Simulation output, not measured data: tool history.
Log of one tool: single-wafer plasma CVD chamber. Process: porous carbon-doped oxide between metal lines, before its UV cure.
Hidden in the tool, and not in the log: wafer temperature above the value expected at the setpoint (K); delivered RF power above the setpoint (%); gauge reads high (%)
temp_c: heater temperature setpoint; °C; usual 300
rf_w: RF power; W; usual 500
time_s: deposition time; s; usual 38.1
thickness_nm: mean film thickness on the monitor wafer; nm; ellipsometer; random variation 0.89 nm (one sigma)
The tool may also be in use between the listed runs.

run	hour	temp_c	rf_w	time_s	wafers since the last listed run	hours since the last thermocouple change	hours since the last RF generator calibration	hours since the showerhead was replaced	hours since the gauge calibration	read-back reference wafer on the same gauge, thickness_nm	thickness_nm
1	0	300	500	38.1	0	603.9	1216.9	4668.8	180.5	230.028	219.931
2	18.1	300	500	38.1	377	622	1235	4686.9	198.6	229.815	218.917
3	52	300	500	38.1	707	655.9	1268.9	4720.8	232.5	229.775	219.476
4	85.6	300	570	38.1	700	689.5	1302.5	4754.4	266.1	230.13	239.447
5	120	300	500	38.1	717	723.9	1336.9	4788.8	300.5	229.597	220.857
6	138.3	300	500	38.1	381	742.2	1355.2	4807.1	318.8	230.194	219.987
7	165	300	500	38.1	557	768.9	1381.9	4833.8	345.5	230.023	221.216
8	185.7	300	500	38.1	431	789.6	1402.6	4854.5	366.2	229.771	219.411
9	219.6	296	500	38.1	707	823.5	1436.5	4888.4	400.1	229.887	227.823
# hour 241.3: showerhead replaced
10	241.8	296	500	38.1	296	845.7	1458.7	0.5	422.3	229.476	225.275
11	272.2	296	500	38.1	634	876.1	1489.1	30.9	452.7	229.714	226.3

Run 12 comes next. What will it give?
12	307.9	300	400	38.1	744	911.8	1524.8	66.6	488.4	?	?

Run 12 gave read-back reference wafer on the same gauge, thickness_nm 229.859, thickness_nm 190.183 nm.
Without the tool's hidden state the same run would have given thickness_nm 182.531 nm.

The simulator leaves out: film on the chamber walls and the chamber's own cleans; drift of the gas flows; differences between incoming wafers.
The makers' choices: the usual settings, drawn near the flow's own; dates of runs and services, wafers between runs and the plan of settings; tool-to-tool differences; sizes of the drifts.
